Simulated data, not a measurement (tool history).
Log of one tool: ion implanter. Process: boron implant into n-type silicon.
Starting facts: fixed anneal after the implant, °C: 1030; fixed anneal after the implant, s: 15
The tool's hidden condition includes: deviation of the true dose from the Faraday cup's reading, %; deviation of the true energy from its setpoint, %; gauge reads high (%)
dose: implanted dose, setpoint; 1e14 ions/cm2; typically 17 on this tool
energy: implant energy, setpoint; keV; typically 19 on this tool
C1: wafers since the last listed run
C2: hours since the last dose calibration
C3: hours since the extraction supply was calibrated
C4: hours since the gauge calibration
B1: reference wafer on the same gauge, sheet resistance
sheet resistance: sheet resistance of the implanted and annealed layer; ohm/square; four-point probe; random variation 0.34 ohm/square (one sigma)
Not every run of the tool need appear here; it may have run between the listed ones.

{"run": 1, "day": 0.0, "dose": 17, "energy": 19, "C1": 0, "C2": 432, "C3": 4293, "C4": 2203.9, "B1": 67.74, "sheet resistance": 75}
{"run": 2, "day": 1.55, "dose": 17, "energy": 22.5, "C1": 376, "C2": 469.2, "C3": 4330.2, "C4": 2241.1, "B1": 67.57, "sheet resistance": 72.47}
{"run": 3, "day": 4.533, "dose": 17, "energy": 19, "C1": 725, "C2": 540.8, "C3": 4401.8, "C4": 2312.7, "B1": 67.6, "sheet resistance": 74.38}
{"run": 4, "day": 6.738, "dose": 17, "energy": 19, "C1": 536, "C2": 593.7, "C3": 4454.7, "C4": 2365.6, "B1": 67.54, "sheet resistance": 74.1}
{"run": 5, "day": 8.125, "dose": 17, "energy": 19, "C1": 337, "C2": 627, "C3": 4488, "C4": 2398.9, "B1": 67.32, "sheet resistance": 74.04}
{"run": 6, "day": 9.512, "dose": 17, "energy": 22, "C1": 337, "C2": 660.3, "C3": 4521.3, "C4": 2432.2, "B1": 67.34, "sheet resistance": 71.39}
{"run": 7, "day": 10.558, "dose": 17, "energy": 22, "C1": 254, "C2": 685.4, "C3": 4546.4, "C4": 2457.3, "B1": 67.31, "sheet resistance": 71.99}
{"run": 8, "day": 19.117, "dose": 17, "energy": 19, "C1": 2081, "C2": 890.8, "C3": 4751.8, "C4": 2662.7, "B1": 66.86, "sheet resistance": 74.03}
{"run": 9, "day": 20.479, "dose": 17, "energy": 19, "C1": 331, "C2": 923.5, "C3": 4784.5, "C4": 2695.4, "B1": 66.8, "sheet resistance": 73.37}
{"run": 10, "day": 23.267, "dose": 17, "energy": 19, "C1": 677, "C2": 990.4, "C3": 4851.4, "C4": 2762.3, "B1": 66.59, "sheet resistance": 73.22}
{"day": 25.788, "done": "Faraday cup replaced and dose calibrated"}
{"run": 11, "day": 25.804, "dose": 17, "energy": 19, "C1": 536, "C2": 0.4, "C3": 4912.3, "C4": 2823.2, "B1": 66.41, "sheet resistance": 73.05}
{"day": 25.958, "done": "gauge calibrated"}
{"run": 12, "day": 27.0, "dose": 17, "energy": 19, "C1": 290, "C2": 29.1, "C3": 4941, "C4": 25, "B1": 69.96, "sheet resistance": 77.08}
{"run": 13, "day": 29.954, "dose": 17, "energy": 19, "C1": 718, "C2": 100, "C3": 5011.9, "C4": 95.9, "B1": 70.02, "sheet resistance": 77.54}
{"run": 14, "day": 32.625, "dose": 17, "energy": 19, "C1": 649, "C2": 164.1, "C3": 5076, "C4": 160, "B1": 70.07, "sheet resistance": 76.44}
{"run": 15, "day": 33.788, "dose": 17, "energy": 19, "C1": 282, "C2": 192, "C3": 5103.9, "C4": 187.9, "B1": 70.03, "sheet resistance": 77.09}
{"run": 16, "day": 35.504, "dose": 17, "energy": 19, "C1": 417, "C2": 233.2, "C3": 5145.1, "C4": 229.1, "B1": 69.97, "sheet resistance": 76.54}
{"day": 36.692, "done": "extraction supply calibrated"}
{"run": 17, "day": 38.5, "dose": 17, "energy": 19, "C1": 647, "C2": 305.1, "C3": 43.4, "C4": 301, "B1": 69.99, "sheet resistance": 76.58}
{"run": 18, "day": 40.708, "dose": 12.32, "energy": 23.5, "C1": 537, "C2": 358.1, "C3": 96.4, "C4": 354, "B1": 69.95, "sheet resistance": 94.2}
{"run": 19, "day": 41.754, "dose": 17, "energy": 14, "C1": 254, "C2": 383.2, "C3": 121.5, "C4": 379.1, "B1": 70.02, "sheet resistance": 83.66}
{"run": 20, "day": 48.096, "dose": 17, "energy": 14.5, "C1": 1542, "C2": 535.4, "C3": 273.7, "C4": 531.3, "B1": 69.84, "sheet resistance": 82.36}
{"run": 21, "day": 50.067, "dose": 17, "energy": 22, "C1": 479, "C2": 582.7, "C3": 321, "C4": 578.6, "B1": 69.88, "sheet resistance": 74.96}
{"run": 22, "day": 51.258, "dose": 20.65, "energy": 19, "C1": 289, "C2": 611.3, "C3": 349.6, "C4": 607.2, "B1": 69.8, "sheet resistance": 68.2}
{"run": 23, "day": 53.979, "dose": 13.21, "energy": 14.5, "C1": 661, "C2": 676.6, "C3": 414.9, "C4": 672.5, "B1": 69.84, "sheet resistance": 95.91}
{"run": 24, "day": 56.892, "dose": 17, "energy": 19, "C1": 708, "C2": 746.5, "C3": 484.8, "C4": 742.4, "B1": 69.92, "sheet resistance": 76.7}
{"run": 25, "day": 58.229, "dose": 17, "energy": 19, "C1": 325, "C2": 778.6, "C3": 516.9, "C4": 774.5, "B1": 69.84, "sheet resistance": 76.99}
{"run": 26, "day": 60.058, "dose": 17, "energy": 19, "C1": 444, "C2": 822.5, "C3": 560.8, "C4": 818.4, "B1": 69.76, "sheet resistance": 76.01}
{"run": 27, "day": 62.642, "dose": 15.48, "energy": 21, "C1": 628, "C2": 884.5, "C3": 622.8, "C4": 880.4, "B1": 69.64, "sheet resistance": 79.76}
{"run": 28, "day": 64.888, "dose": 21.17, "energy": 19, "C1": 546, "C2": 938.4, "C3": 676.7, "C4": 934.3, "B1": 69.57, "sheet resistance": 67.59}
{"run": 29, "day": 67.429, "dose": 17, "energy": 14.5, "C1": 618, "C2": 999.4, "C3": 737.7, "C4": 995.3, "B1": 69.7, "sheet resistance": 81.44}
{"run": 30, "day": 69.371, "dose": 17, "energy": 19, "C1": 472, "C2": 1046, "C3": 784.3, "C4": 1041.9, "B1": 69.68, "sheet resistance": 75.74}
{"run": 31, "day": 70.762, "dose": 14.54, "energy": 16, "C1": 338, "C2": 1079.4, "C3": 817.7, "C4": 1075.3, "B1": 69.55, "sheet resistance": 87.49}
{"run": 32, "day": 73.733, "dose": 18.67, "energy": 14.5, "C1": 722, "C2": 1150.7, "C3": 889, "C4": 1146.6, "B1": 69.42, "sheet resistance": 77.64}
{"run": 33, "day": 75.508, "dose": 17, "energy": 21.5, "C1": 431, "C2": 1193.3, "C3": 931.6, "C4": 1189.2, "B1": 69.42, "sheet resistance": 73.89}
{"run": 34, "day": 78.033, "dose": 15.11, "energy": 16.5, "C1": 614, "C2": 1253.9, "C3": 992.2, "C4": 1249.8, "B1": 69.57, "sheet resistance": 84.9}
{"day": 78.988, "done": "Faraday cup replaced and dose calibrated"}
{"run": 35, "day": 80.604, "dose": 17, "energy": 19, "C1": 544, "C2": 38.8, "C3": 1053.9, "C4": 1311.5, "B1": 69.37, "sheet resistance": 76.2}
{"run": 36, "day": 82.471, "dose": 17, "energy": 19, "C1": 454, "C2": 83.6, "C3": 1098.7, "C4": 1356.3, "B1": 69.3, "sheet resistance": 75.69}
{"run": 37, "day": 83.8, "dose": 21.7, "energy": 19, "C1": 323, "C2": 115.5, "C3": 1130.6, "C4": 1388.2, "B1": 69.27, "sheet resistance": 65.67}
{"run": 38, "day": 85.767, "dose": 13.25, "energy": 19, "C1": 478, "C2": 162.7, "C3": 1177.8, "C4": 1435.4, "B1": 69.16, "sheet resistance": 89.97}

Forecast each of these 3 alternatives for the next run:
{"run": "A", "day": 85.783, "dose": 17, "energy": 24.5, "C1": 4, "C2": 163.1, "C3": 1178.2, "C4": 1435.8, "B1": "?", "sheet resistance": "?"}
{"run": "B", "day": 85.783, "dose": 21, "energy": 21.5, "C1": 4, "C2": 163.1, "C3": 1178.2, "C4": 1435.8, "B1": "?", "sheet resistance": "?"}
{"run": "C", "day": 85.783, "dose": 12.12, "energy": 23, "C1": 4, "C2": 163.1, "C3": 1178.2, "C4": 1435.8, "B1": "?", "sheet resistance": "?"}

run=A B1=69.21 sheet_resistance=72.72
run=B B1=69.21 sheet_resistance=64.83
run=C B1=69.21 sheet_resistance=95.3
With no hidden state in the tool, these same runs would have given:
run=A sheet_resistance=73.54
run=B sheet_resistance=65.57
run=C sheet_resistance=96.37
